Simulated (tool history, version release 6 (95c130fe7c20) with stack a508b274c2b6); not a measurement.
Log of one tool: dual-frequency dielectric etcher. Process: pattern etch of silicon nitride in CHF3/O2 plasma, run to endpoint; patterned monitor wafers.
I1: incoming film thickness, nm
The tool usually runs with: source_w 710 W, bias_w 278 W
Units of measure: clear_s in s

Run 1, hour 0: usual settings but source_w 850 W; I1 80.3. Result: clear_s 38.5 s.
Run 2, hour 31.5: usual settings but source_w 670 W, bias_w 233 W; I1 79.7. Result: clear_s 43.2 s.
Run 3, hour 98.5: usual settings but source_w 670 W, bias_w 233 W; I1 80.6. Result: clear_s 44.5 s.
Run 4, hour 117.6: usual settings but source_w 670 W, bias_w 233 W; I1 80.2. Result: clear_s 44.3 s.
Run 5, hour 133.7: usual settings; I1 81.2. Result: clear_s 41.5 s.
Run 6, hour 151.9: usual settings; I1 80.3. Result: clear_s 41.1 s.
Run 7, hour 179.7: usual settings; I1 80.3. Result: clear_s 41 s.
Run 8, hour 214.8: usual settings; I1 80.8. Result: clear_s 41.2 s.
Run 9, hour 255: usual settings but source_w 800 W; I1 80.2. Result: clear_s 38.1 s.
Run 10, hour 261.4: usual settings but source_w 800 W; I1 80.4. Result: clear_s 38.5 s.
Run 11, hour 295.3: usual settings but source_w 800 W; I1 80.6. Result: clear_s 38.4 s.
Run 12, hour 330.3: usual settings but bias_w 332 W; I1 80.5. Result: clear_s 36.8 s.
Run 13, hour 357.3: usual settings but bias_w 235 W; I1 80. Result: clear_s 42.1 s.
Run 14, hour 373.6: usual settings but bias_w 235 W; I1 80.4. Result: clear_s 43 s.
Run 15, hour 387.6: usual settings; I1 80. Result: clear_s 39.5 s.
Run 16, hour 406.3: usual settings but source_w 850 W; I1 80.1. Result: clear_s 38.2 s.
Run 17, hour 425: usual settings but source_w 630 W; I1 79.9. Result: clear_s 41 s.
Run 18, hour 458.5: usual settings; I1 80.4. Result: clear_s 40.6 s.
Run 19, hour 473.1: usual settings but source_w 790 W, bias_w 210 W; I1 80.5. Result: clear_s 44.1 s.
Run 20, hour 501.9: usual settings but source_w 560 W, bias_w 260 W; I1 79.5. Result: clear_s 43.3 s.
Run 21, hour 525.1: usual settings but source_w 640 W, bias_w 221 W; I1 80.4. Result: clear_s 45.2 s.
Run 22, hour 555.8: usual settings but bias_w 240 W; I1 80.9. Result: clear_s 43.6 s.
Run 23, hour 577: usual settings but source_w 820 W, bias_w 254 W; I1 80.4. Result: clear_s 40.4 s.
Run 24, hour 635.7: usual settings but bias_w 344 W; I1 80.6. Result: clear_s 37.9 s.
Run 25, hour 664.5: usual settings but source_w 860 W; I1 80.1. Result: clear_s 38.9 s.
Run 26, hour 691.6: usual settings but bias_w 257 W; I1 80.5. Result: clear_s 42.6 s.
Run 27, hour 722.5: usual settings but source_w 810 W; I1 80.5. Result: clear_s 38.4 s.
Run 28, hour 727.6: usual settings but source_w 820 W; I1 80.1. Result: clear_s 37.9 s.
Run 29, hour 799.2: usual settings but source_w 810 W, bias_w 239 W; I1 80.9. Result: clear_s 41.2 s.

Not shown: 5 entries that the log had between the listed runs. Between which runs, and how does the tool's hidden state differ before and after?
From run 8 to run 9: wet clean of the chamber (hour 254.5)
  etch rate over this chamber's usual, %: -4.51 -> 0.0412
  the result without the hidden state subtracted from the measured one, clear_s: +1.9 -> +0 s
From run 16 to run 17: bias power generator calibrated (hour 424.5)
  etch rate over this chamber's usual, %: -1.58 -> -1.78
  the result without the hidden state subtracted from the measured one, clear_s: +0.6 -> +0.7 s
From run 17 to run 18: upper electrode replaced (hour 458)
  etch rate over this chamber's usual, %: -1.78 -> -2.14
  the result without the hidden state subtracted from the measured one, clear_s: +0.7 -> +0.8 s
From run 23 to run 24: source power generator calibrated (hour 611.5)
  etch rate over this chamber's usual, %: -3.41 -> -4.03
  the result without the hidden state subtracted from the measured one, clear_s: +1.4 -> +1.5 s
From run 26 to run 27: wet clean of the chamber (hour 722)
  etch rate over this chamber's usual, %: -4.63 -> -0.574
  the result without the hidden state subtracted from the measured one, clear_s: +1.9 -> +0.3 s

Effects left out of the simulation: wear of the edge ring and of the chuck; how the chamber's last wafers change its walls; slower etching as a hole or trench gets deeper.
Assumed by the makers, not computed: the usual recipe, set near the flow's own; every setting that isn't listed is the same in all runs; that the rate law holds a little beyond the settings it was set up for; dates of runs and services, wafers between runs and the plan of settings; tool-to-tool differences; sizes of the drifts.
